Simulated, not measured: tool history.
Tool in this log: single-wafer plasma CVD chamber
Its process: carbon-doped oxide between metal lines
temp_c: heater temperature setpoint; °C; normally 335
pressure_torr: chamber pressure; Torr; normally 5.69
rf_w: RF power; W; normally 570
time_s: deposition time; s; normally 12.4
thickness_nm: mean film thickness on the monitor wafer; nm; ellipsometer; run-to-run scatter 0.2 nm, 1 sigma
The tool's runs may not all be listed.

| run | hour | temp_c | pressure_torr | rf_w | time_s | wafers since the last listed run | hours since the last thermocouple change | hours since the last RF generator calibration | hours since the last manometer calibration | hours since the showerhead was replaced | hours since the gauge calibration | read-back reference wafer on the same gauge, thickness_nm | thickness_nm |
|---|---|---|---|---|---|---|---|---|---|---|---|---|---|
| 1 | 0.0 | 335 | 5.69 | 570 | 12.4 | 0 | 1251.4 | 1910.5 | 1495.9 | 6472.7 | 144.9 | 71.714 | 71.168 |
| 2 | 42.1 | 335 | 5.69 | 570 | 12.4 | 1217 | 1293.5 | 1952.6 | 1538.0 | 6514.8 | 187.0 | 71.685 | 70.642 |
| 3 | 124.0 | 335 | 5.69 | 570 | 12.4 | 2369 | 1375.4 | 2034.5 | 1619.9 | 6596.7 | 268.9 | 71.753 | 70.297 |
| 4 | 166.1 | 335 | 5.17 | 570 | 12.4 | 1217 | 1417.5 | 2076.6 | 1662.0 | 6638.8 | 311.0 | 71.658 | 70.105 |
| 5 | 195.4 | 335 | 5.69 | 570 | 12.4 | 847 | 1446.8 | 2105.9 | 1691.3 | 6668.1 | 340.3 | 71.680 | 70.508 |
| 6 | 264.3 | 335 | 5.69 | 570 | 12.4 | 1993 | 1515.7 | 2174.8 | 1760.2 | 6737.0 | 409.2 | 71.681 | 70.679 |
| 7 | 449.0 | 335 | 5.69 | 570 | 12.4 | 5342 | 1700.4 | 2359.5 | 1944.9 | 6921.7 | 593.9 | 71.699 | 70.636 |
|  | 521.2 | showerhead replaced |
| 8 | 521.7 | 335 | 5.69 | 570 | 12.4 | 1871 | 1773.1 | 2432.2 | 2017.6 | 0.5 | 666.6 | 71.725 | 70.023 |
|  | 539.6 | RF generator calibrated |
| 9 | 592.4 | 335 | 5.69 | 570 | 10.5 | 1813 | 1843.8 | 52.8 | 2088.3 | 71.2 | 737.3 | 71.670 | 61.655 |
| 10 | 664.4 | 335 | 5.69 | 570 | 10.5 | 2082 | 1915.8 | 124.8 | 2160.3 | 143.2 | 809.3 | 71.631 | 61.875 |
| 11 | 700.1 | 335 | 5.69 | 570 | 12.4 | 1032 | 1951.5 | 160.5 | 2196.0 | 178.9 | 845.0 | 71.724 | 73.234 |
|  | 779.4 | gauge calibrated |
| 12 | 835.3 | 329 | 5.69 | 570 | 12.4 | 3911 | 2086.7 | 295.7 | 2331.2 | 314.1 | 55.9 | 71.737 | 74.893 |
|  | 863.4 | capacitance manometer re-zeroed and calibrated |
| 13 | 863.9 | 335 | 5.69 | 570 | 11.3 | 595 | 2115.3 | 324.3 | 0.5 | 342.7 | 84.5 | 71.716 | 66.707 |
| 14 | 931.2 | 335 | 5.69 | 570 | 12.4 | 1946 | 2182.6 | 391.6 | 67.8 | 410.0 | 151.8 | 71.725 | 72.886 |
| 15 | 972.4 | 335 | 5.69 | 570 | 12.4 | 1191 | 2223.8 | 432.8 | 109.0 | 451.2 | 193.0 | 71.751 | 73.379 |
| 16 | 1005.5 | 346 | 4.91 | 665 | 10.7 | 957 | 2256.9 | 465.9 | 142.1 | 484.3 | 226.1 | 71.683 | 64.152 |
| 17 | 1077.3 | 335 | 5.69 | 570 | 12.4 | 2076 | 2328.7 | 537.7 | 213.9 | 556.1 | 297.9 | 71.685 | 73.232 |
| 18 | 1127.7 | 335 | 6.12 | 570 | 12.4 | 1457 | 2379.1 | 588.1 | 264.3 | 606.5 | 348.3 | 71.737 | 73.278 |
| 19 | 1194.8 | 330 | 6.94 | 535 | 13.9 | 1941 | 2446.2 | 655.2 | 331.4 | 673.6 | 415.4 | 71.680 | 82.707 |
|  | 1226.8 | thermocouple changed; heater temperature recalibrated |
| 20 | 1253.3 | 328 | 5.01 | 570 | 12.4 | 1460 | 26.5 | 713.7 | 389.9 | 732.1 | 473.9 | 71.738 | 73.182 |
| 21 | 1283.3 | 341 | 5.69 | 470 | 10.2 | 867 | 56.5 | 743.7 | 419.9 | 762.1 | 503.9 | 71.744 | 53.167 |
| 22 | 1334.7 | 330 | 5.22 | 485 | 13.2 | 1486 | 107.9 | 795.1 | 471.3 | 813.5 | 555.3 | 71.687 | 71.746 |
| 23 | 1489.4 | 342 | 6.94 | 475 | 10.2 | 4475 | 262.6 | 949.8 | 626.0 | 968.2 | 710.0 | 71.711 | 54.177 |
| 24 | 1516.6 | 344 | 5.69 | 570 | 12.4 | 786 | 289.8 | 977.0 | 653.2 | 995.4 | 737.2 | 71.714 | 70.166 |
| 25 | 1583.9 | 323 | 5.23 | 515 | 14.6 | 1946 | 357.1 | 1044.3 | 720.5 | 1062.7 | 804.5 | 71.626 | 83.440 |
| 26 | 1642.3 | 335 | 5.69 | 570 | 12.4 | 1689 | 415.5 | 1102.7 | 778.9 | 1121.1 | 862.9 | 71.731 | 71.555 |
| 27 | 1666.9 | 323 | 7.03 | 470 | 10.2 | 711 | 440.1 | 1127.3 | 803.5 | 1145.7 | 887.5 | 71.670 | 57.992 |

Below are 5 alternative next runs, each starting from the tool's condition after run 27. Predict each:
| A | 1667.3 | 335 | 5.69 | 570 | 10.3 | 11 | 440.5 | 1127.7 | 803.9 | 1146.1 | 887.9 | ? | ? |
| B | 1667.3 | 324 | 6.08 | 570 | 12.4 | 11 | 440.5 | 1127.7 | 803.9 | 1146.1 | 887.9 | ? | ? |
| C | 1667.3 | 335 | 5.69 | 570 | 14.3 | 11 | 440.5 | 1127.7 | 803.9 | 1146.1 | 887.9 | ? | ? |
| D | 1667.3 | 335 | 6.49 | 475 | 14.9 | 11 | 440.5 | 1127.7 | 803.9 | 1146.1 | 887.9 | ? | ? |
| E | 1667.3 | 323 | 5.69 | 485 | 12.4 | 11 | 440.5 | 1127.7 | 803.9 | 1146.1 | 887.9 | ? | ? |

| run | read-back reference wafer on the same gauge, thickness_nm | thickness_nm |
|---|---|---|
| A | 71.701 | 60.225 |
| B | 71.701 | 75.786 |
| C | 71.701 | 83.162 |
| D | 71.701 | 80.786 |
| E | 71.701 | 70.338 |
The same runs, with their run-to-run variation unchanged, on a tool lacking any hidden condition would have given:
| run | thickness_nm |
|---|---|
| A | 60.701 |
| B | 76.361 |
| C | 83.819 |
| D | 81.466 |
| E | 70.893 |

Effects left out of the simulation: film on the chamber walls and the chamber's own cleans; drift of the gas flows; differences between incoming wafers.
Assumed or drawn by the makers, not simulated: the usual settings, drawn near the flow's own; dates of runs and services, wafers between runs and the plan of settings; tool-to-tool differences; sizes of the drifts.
